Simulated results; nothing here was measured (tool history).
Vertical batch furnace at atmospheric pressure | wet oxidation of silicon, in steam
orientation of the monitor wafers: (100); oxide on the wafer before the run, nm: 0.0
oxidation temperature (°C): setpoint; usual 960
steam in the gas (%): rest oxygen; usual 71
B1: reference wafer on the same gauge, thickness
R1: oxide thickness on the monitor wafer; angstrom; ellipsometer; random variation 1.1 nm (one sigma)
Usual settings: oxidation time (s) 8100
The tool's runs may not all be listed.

Run 1, hour 0: usual settings but steam in the gas (%) 65; B1 500.48. Result: R1 3880.5 angstrom.
Run 2, hour 53.2: usual settings but steam in the gas (%) 65; B1 501.14. Result: R1 3873.7 angstrom.
Run 3, hour 354: usual settings but steam in the gas (%) 65; B1 501.49. Result: R1 3878.7 angstrom.
Run 4, hour 423.6: usual settings but oxidation time (s) 11280; B1 501.11. Result: R1 5248 angstrom.
Run 5, hour 477.4: usual settings but oxidation time (s) 11280; B1 500.59. Result: R1 5223.2 angstrom.
Run 6, hour 551.9: usual settings; B1 500.66. Result: R1 4133.8 angstrom.
Run 7, hour 642.2: usual settings but steam in the gas (%) 76; B1 501.17. Result: R1 4331.5 angstrom.
Run 8, hour 734: usual settings but steam in the gas (%) 76; B1 501.1. Result: R1 4323.6 angstrom.
Run 9, hour 823.8: usual settings but steam in the gas (%) 76; B1 501.02. Result: R1 4334.9 angstrom.
Run 10, hour 867.3: usual settings but oxidation time (s) 8940; B1 501.24. Result: R1 4433.1 angstrom.
At hour 951.3: thermocouples replaced and temperature profile calibrated.
Run 11, hour 951.8: usual settings but oxidation time (s) 6810, steam in the gas (%) 63; B1 501.37. Result: R1 3321.3 angstrom.
Run 12, hour 988.6: usual settings but oxidation time (s) 6810, steam in the gas (%) 63; B1 500.92. Result: R1 3338 angstrom.
Run 13, hour 1073.9: usual settings; B1 500.57. Result: R1 4121.8 angstrom.
Run 14, hour 1152.5: usual settings; B1 500.83. Result: R1 4130.6 angstrom.
At hour 1216.5: steam generator serviced.
Run 15, hour 1217: usual settings but oxidation temperature (°C) 981, oxidation time (s) 6210, steam in the gas (%) 61; B1 500.72. Result: R1 3755.7 angstrom.
Run 16, hour 1283.6: usual settings; B1 501.3. Result: R1 4264.6 angstrom.
At hour 1323.7: gauge calibrated.
Run 17, hour 1337.7: usual settings but oxidation temperature (°C) 945, oxidation time (s) 11430, steam in the gas (%) 78; B1 501.29. Result: R1 5171.4 angstrom.
Run 18, hour 1387.7: usual settings but oxidation temperature (°C) 972, oxidation time (s) 4770, steam in the gas (%) 74; B1 501.17. Result: R1 3291.6 angstrom.
Run 19, hour 1427.8: usual settings but oxidation temperature (°C) 981, oxidation time (s) 6210, steam in the gas (%) 61; B1 501.38. Result: R1 3744.1 angstrom.
Run 20, hour 1698.2: usual settings but oxidation time (s) 9960; B1 501.35. Result: R1 4894.3 angstrom.
Run 21, hour 1749.7: usual settings but oxidation temperature (°C) 950, oxidation time (s) 5220, steam in the gas (%) 64; B1 501.34. Result: R1 2556.3 angstrom.
Run 22, hour 1818.9: usual settings but oxidation time (s) 10500, steam in the gas (%) 64; B1 501.37. Result: R1 4709.6 angstrom.
Run 23, hour 1886.7: usual settings but oxidation temperature (°C) 952; B1 501.39. Result: R1 3947.1 angstrom.
Run 24, hour 1930.9: usual settings but oxidation temperature (°C) 967; B1 501.1. Result: R1 4435.6 angstrom.
Run 25, hour 2018: usual settings but oxidation temperature (°C) 944, oxidation time (s) 7050, steam in the gas (%) 60; B1 500.75. Result: R1 2890 angstrom.
Run 26, hour 2119.6: usual settings but oxidation temperature (°C) 952; B1 501.59. Result: R1 3915.3 angstrom.

Forecast each of these 5 alternatives for the next run:
Run A, hour 2124.8: usual settings but oxidation temperature (°C) 973; B1 ?. Result: R1 ?.
Run B, hour 2124.8: usual settings but oxidation time (s) 9540, steam in the gas (%) 75; B1 ?. Result: R1 ?.
Run C, hour 2124.8: usual settings but steam in the gas (%) 67; B1 ?. Result: R1 ?.
Run D, hour 2124.8: usual settings but oxidation temperature (°C) 975, oxidation time (s) 5250; B1 ?. Result: R1 ?.
Run E, hour 2124.8: usual settings but steam in the gas (%) 83; B1 ?. Result: R1 ?.

run     B1      R1
  A  500.9    4670
  B  500.9  4921.6
  C  500.9  4035.6
  D  500.9  3480.8
  E  500.9  4709.1
Without the tool's hidden state the same runs would have given:
run      R1
  A  4797.3
  B  5057.3
  C  4150.8
  D  3580.4
  E    4840
